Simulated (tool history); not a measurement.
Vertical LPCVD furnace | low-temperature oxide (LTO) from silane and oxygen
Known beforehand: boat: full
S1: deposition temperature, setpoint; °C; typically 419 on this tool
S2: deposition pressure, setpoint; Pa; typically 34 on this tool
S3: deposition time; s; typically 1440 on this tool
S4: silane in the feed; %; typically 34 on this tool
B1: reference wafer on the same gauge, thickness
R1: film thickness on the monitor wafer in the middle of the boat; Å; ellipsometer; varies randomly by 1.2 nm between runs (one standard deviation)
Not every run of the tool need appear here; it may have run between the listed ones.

{"run": 1, "hour": 0.0, "S1": 419, "S2": 34, "S3": 1800, "S4": 34, "B1": 234.02, "R1": 3347.6}
{"hour": 20.1, "done": "gauge calibrated"}
{"run": 2, "hour": 31.3, "S1": 419, "S2": 34, "S3": 1440, "S4": 34, "B1": 234.36, "R1": 2700.1}
{"run": 3, "hour": 50.1, "S1": 419, "S2": 34, "S3": 1440, "S4": 34, "B1": 234.01, "R1": 2710.6}
{"run": 4, "hour": 76.8, "S1": 422, "S2": 29.3, "S3": 1440, "S4": 34, "B1": 233.82, "R1": 2402.2}
{"run": 5, "hour": 95.1, "S1": 422, "S2": 29.3, "S3": 1440, "S4": 34, "B1": 233.98, "R1": 2400.8}
{"run": 6, "hour": 118.3, "S1": 419, "S2": 34, "S3": 1080, "S4": 34, "B1": 234.19, "R1": 2018.3}
{"run": 7, "hour": 149.6, "S1": 419, "S2": 34, "S3": 1440, "S4": 34, "B1": 233.96, "R1": 2683.9}
{"run": 8, "hour": 184.0, "S1": 419, "S2": 34, "S3": 1440, "S4": 34, "B1": 233.85, "R1": 2686.9}
{"run": 9, "hour": 216.5, "S1": 419, "S2": 34, "S3": 1440, "S4": 34, "B1": 233.88, "R1": 2706.1}
{"run": 10, "hour": 248.8, "S1": 419, "S2": 34, "S3": 1440, "S4": 34, "B1": 233.97, "R1": 2703.7}
{"hour": 278.6, "done": "thermocouples replaced and temperature profile calibrated"}
{"hour": 300.7, "done": "pressure gauge zeroed"}
{"run": 11, "hour": 301.2, "S1": 419, "S2": 34, "S3": 1440, "S4": 34, "B1": 234.22, "R1": 2685.5}
{"run": 12, "hour": 305.2, "S1": 419, "S2": 34, "S3": 1440, "S4": 34, "B1": 233.83, "R1": 2708.7}
{"run": 13, "hour": 309.2, "S1": 424, "S2": 34, "S3": 1440, "S4": 34, "B1": 233.84, "R1": 2864.9}
{"run": 14, "hour": 320.9, "S1": 419, "S2": 34, "S3": 1440, "S4": 34, "B1": 234.28, "R1": 2684.7}
{"run": 15, "hour": 366.2, "S1": 429, "S2": 34, "S3": 1440, "S4": 39, "B1": 234.1, "R1": 3533.8}
{"run": 16, "hour": 382.8, "S1": 419, "S2": 31.3, "S3": 900, "S4": 34, "B1": 233.84, "R1": 1560.6}
{"hour": 417.4, "done": "silane flow controller replaced"}
{"run": 17, "hour": 417.9, "S1": 412, "S2": 34, "S3": 1440, "S4": 37, "B1": 234.04, "R1": 2796.3}
{"run": 18, "hour": 433.0, "S1": 419, "S2": 34, "S3": 1440, "S4": 34, "B1": 233.95, "R1": 2687.5}
{"run": 19, "hour": 456.2, "S1": 419, "S2": 40.7, "S3": 1440, "S4": 34, "B1": 233.81, "R1": 3204.6}
{"hour": 503.4, "done": "gauge calibrated"}
{"run": 20, "hour": 559.1, "S1": 412, "S2": 30, "S3": 930, "S4": 39, "B1": 233.9, "R1": 1691.9}
{"run": 21, "hour": 582.3, "S1": 429, "S2": 34, "S3": 1440, "S4": 30, "B1": 234.15, "R1": 2531.7}
{"run": 22, "hour": 605.2, "S1": 431, "S2": 41.3, "S3": 870, "S4": 40, "B1": 233.86, "R1": 2724.9}
{"run": 23, "hour": 630.9, "S1": 419, "S2": 34, "S3": 1440, "S4": 34, "B1": 233.62, "R1": 2682.1}
{"run": 24, "hour": 665.8, "S1": 419, "S2": 34, "S3": 1440, "S4": 34, "B1": 234.41, "R1": 2694.4}

Forecast each of these 4 alternatives for the next run:
{"run": "A", "hour": 669.9, "S1": 419, "S2": 28, "S3": 1440, "S4": 34, "B1": "?", "R1": "?"}
{"run": "B", "hour": 669.9, "S1": 428, "S2": 34, "S3": 1440, "S4": 30, "B1": "?", "R1": "?"}
{"run": "C", "hour": 669.9, "S1": 422, "S2": 39.3, "S3": 1860, "S4": 30, "B1": "?", "R1": "?"}
{"run": "D", "hour": 669.9, "S1": 410, "S2": 38, "S3": 870, "S4": 34, "B1": "?", "R1": "?"}

run=A B1=234.27 R1=2204.3
run=B B1=234.27 R1=2489.9
run=C B1=234.27 R1=3486.4
run=D B1=234.27 R1=1638.2
With the hidden condition removed and each run's random variation left untouched, the same runs would have given:
run=A R1=2204.3
run=B R1=2489.9
run=C R1=3486.4
run=D R1=1638.2
